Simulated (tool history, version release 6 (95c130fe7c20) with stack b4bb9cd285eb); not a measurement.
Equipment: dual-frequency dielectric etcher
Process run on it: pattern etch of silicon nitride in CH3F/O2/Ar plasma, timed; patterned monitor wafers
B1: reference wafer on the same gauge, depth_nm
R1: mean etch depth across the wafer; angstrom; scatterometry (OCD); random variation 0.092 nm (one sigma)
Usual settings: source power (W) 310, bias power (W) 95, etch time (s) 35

run 1 hour=0 | source_power_(W)=310 bias_power_(W)=95 etch_time_(s)=35 | B1=32.27 | R1=281.5
run 2 hour=38 | source_power_(W)=310 bias_power_(W)=95 etch_time_(s)=35 | B1=32.31 | R1=282.6
run 3 hour=105.2 | source_power_(W)=310 bias_power_(W)=95 etch_time_(s)=35 | B1=32.33 | R1=282
run 4 hour=167.6 | source_power_(W)=260 bias_power_(W)=81 etch_time_(s)=35 | B1=32.34 | R1=250.2
run 5 hour=193.5 | source_power_(W)=310 bias_power_(W)=95 etch_time_(s)=35 | B1=32.36 | R1=282
run 6 hour=255.6 | source_power_(W)=310 bias_power_(W)=95 etch_time_(s)=35 | B1=32.36 | R1=282.8
run 7 hour=293.2 | source_power_(W)=310 bias_power_(W)=82 etch_time_(s)=35 | B1=32.38 | R1=258.9
run 8 hour=318.2 | source_power_(W)=310 bias_power_(W)=82 etch_time_(s)=35 | B1=32.37 | R1=260.1
run 9 hour=367.5 | source_power_(W)=350 bias_power_(W)=95 etch_time_(s)=35 | B1=32.41 | R1=291
run 10 hour=395.3 | source_power_(W)=310 bias_power_(W)=95 etch_time_(s)=32.5 | B1=32.39 | R1=261
run 11 hour=446.6 | source_power_(W)=310 bias_power_(W)=95 etch_time_(s)=32.5 | B1=32.37 | R1=263.9
run 12 hour=480.1 | source_power_(W)=310 bias_power_(W)=95 etch_time_(s)=35 | B1=32.41 | R1=282.6
run 13 hour=523.6 | source_power_(W)=260 bias_power_(W)=81 etch_time_(s)=35 | B1=32.42 | R1=250.5
run 14 hour=553.3 | source_power_(W)=260 bias_power_(W)=81 etch_time_(s)=35 | B1=32.44 | R1=251.6
run 15 hour=588.8 | source_power_(W)=310 bias_power_(W)=88 etch_time_(s)=41.5 | B1=32.41 | R1=321.3
run 16 hour=654.7 | source_power_(W)=310 bias_power_(W)=84 etch_time_(s)=35 | B1=32.44 | R1=263.9
run 17 hour=689.4 | source_power_(W)=310 bias_power_(W)=110 etch_time_(s)=35 | B1=32.45 | R1=307.3
run 18 hour=714.6 | source_power_(W)=280 bias_power_(W)=95 etch_time_(s)=35 | B1=32.39 | R1=277.9
run 19 hour=777.3 | source_power_(W)=310 bias_power_(W)=95 etch_time_(s)=43 | B1=31.79 | R1=340.6
run 20 hour=832.8 | source_power_(W)=340 bias_power_(W)=77 etch_time_(s)=35 | B1=31.9 | R1=252.7
run 21 hour=850.1 | source_power_(W)=370 bias_power_(W)=76 etch_time_(s)=39.5 | B1=31.89 | R1=287.8
run 22 hour=916.7 | source_power_(W)=310 bias_power_(W)=95 etch_time_(s)=35 | B1=32.02 | R1=280.5
run 23 hour=1109.3 | source_power_(W)=310 bias_power_(W)=95 etch_time_(s)=35 | B1=32.2 | R1=278.9
run 24 hour=1174.7 | source_power_(W)=340 bias_power_(W)=95 etch_time_(s)=35 | B1=32.26 | R1=286.1
run 25 hour=1218.7 | source_power_(W)=360 bias_power_(W)=102 etch_time_(s)=44 | B1=32.28 | R1=379.7

Taken out of this log: 7 entries between the listed runs. Where each belongs, and how the hidden state differs across it:
Run 8 -> run 9: wet clean of the chamber (hour 365)
  gauge reads high (%): 2.15 -> 2.18
  measured minus no-state result, R1: +5.5 -> +6.2 angstrom
Run 15 -> run 16: bias power generator calibrated (hour 596.9); source power generator calibrated (hour 632.4)
  gauge reads high (%): 2.26 -> 2.28
  measured minus no-state result, R1: +7.1 -> +5.9 angstrom
Run 18 -> run 19: gauge calibrated (hour 751.1); wet clean of the chamber (hour 776.8)
  gauge reads high (%): 2.3 -> 0.332
  measured minus no-state result, R1: +6.2 -> +1.2 angstrom
Run 19 -> run 20: upper electrode replaced (hour 832.3)
  gauge reads high (%): 0.332 -> 0.618
  measured minus no-state result, R1: +1.2 -> +1.6 angstrom
Run 24 -> run 25: wet clean of the chamber (hour 1199.9)
  gauge reads high (%): 1.72 -> 1.8
  measured minus no-state result, R1: +4.8 -> +6.7 angstrom
